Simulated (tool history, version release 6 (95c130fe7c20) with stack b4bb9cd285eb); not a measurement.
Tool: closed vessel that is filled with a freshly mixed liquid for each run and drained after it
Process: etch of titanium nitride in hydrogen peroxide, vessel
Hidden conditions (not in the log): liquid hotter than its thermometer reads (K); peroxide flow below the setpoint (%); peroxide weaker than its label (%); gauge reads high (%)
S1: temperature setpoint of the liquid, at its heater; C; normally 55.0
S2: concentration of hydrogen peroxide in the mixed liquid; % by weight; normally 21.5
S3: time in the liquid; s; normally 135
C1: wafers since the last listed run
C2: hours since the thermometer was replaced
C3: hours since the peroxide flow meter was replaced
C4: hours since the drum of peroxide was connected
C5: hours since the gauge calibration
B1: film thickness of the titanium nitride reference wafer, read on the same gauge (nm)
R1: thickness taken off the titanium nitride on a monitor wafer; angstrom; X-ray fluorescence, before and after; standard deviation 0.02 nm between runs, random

run	day	S1	S2	S3	C1	C2	C3	C4	C5	B1	R1
1	0.000	55.0	23.0	135	0	2142.4	1184.7	626.6	213.3	100.01	121.8
# day 0.104: gauge calibrated
2	0.629	55.0	23.0	135	1472	2157.5	1199.8	641.7	12.6	100.02	121.0
3	0.925	55.0	23.0	135	692	2164.6	1206.9	648.8	19.7	100.01	121.4
4	1.650	55.0	18.5	135	1696	2182.0	1224.3	666.2	37.1	99.99	116.0
5	2.204	55.0	21.5	135	1296	2195.3	1237.6	679.5	50.4	100.01	120.1
6	2.929	55.0	21.5	135	1696	2212.7	1255.0	696.9	67.8	100.02	119.9
# day 3.517: new drum of peroxide connected
# day 3.633: peroxide flow meter replaced
7	3.654	55.0	21.5	135	1501	2230.1	0.5	3.3	85.2	100.01	122.4
8	4.012	55.0	21.5	135	838	2238.7	9.1	11.9	93.8	100.01	122.7
9	4.604	55.0	21.5	135	1384	2252.9	23.3	26.1	108.0	99.99	122.5
10	5.038	55.0	21.5	135	1013	2263.3	33.7	36.5	118.4	99.97	122.7
11	5.596	55.0	27.5	135	1306	2276.7	47.1	49.9	131.8	100.00	129.9
12	5.975	45.5	21.5	195	887	2285.8	56.2	59.0	140.9	100.03	90.5
13	6.308	55.0	21.5	135	779	2293.8	64.2	67.0	148.9	100.02	122.6
14	6.567	55.0	21.5	135	604	2300.0	70.4	73.2	155.1	100.02	122.7
15	7.162	58.5	24.0	160	1394	2314.3	84.7	87.5	169.4	100.01	189.7
# day 7.733: thermometer replaced
16	7.904	64.5	21.5	100	1637	4.1	102.5	105.3	187.2	99.98	145.5
# day 8.058: gauge calibrated
17	8.538	61.0	21.5	105	1481	19.3	117.7	120.5	11.5	100.02	121.0
18	8.971	49.5	21.5	160	1013	29.7	128.1	130.9	21.9	100.01	82.8
19	9.538	45.0	26.0	135	1325	43.3	141.7	144.5	35.5	100.01	52.1
20	9.938	47.5	21.5	165	935	52.9	151.3	154.1	45.1	100.01	73.9
21	10.217	46.0	21.5	135	653	59.6	158.0	160.8	51.8	100.01	54.0

Predict each of these 5 candidate next runs independently; none follows another, all start after run 21:
A	10.246	55.0	24.0	135	68	60.3	158.7	161.5	52.5	?	?
B	10.246	55.0	21.5	185	68	60.3	158.7	161.5	52.5	?	?
C	10.246	55.0	21.5	85	68	60.3	158.7	161.5	52.5	?	?
D	10.246	51.5	16.5	75	68	60.3	158.7	161.5	52.5	?	?
E	10.246	45.5	26.5	185	68	60.3	158.7	161.5	52.5	?	?

run	B1	R1
A	100.03	105.8
B	100.03	141.5
C	100.03	65.0
D	100.03	42.3
E	100.03	74.7
The same runs, with their run-to-run variation unchanged, on a tool lacking any hidden condition would have given:
run	R1
A	104.5
B	139.8
C	64.2
D	41.8
E	73.7
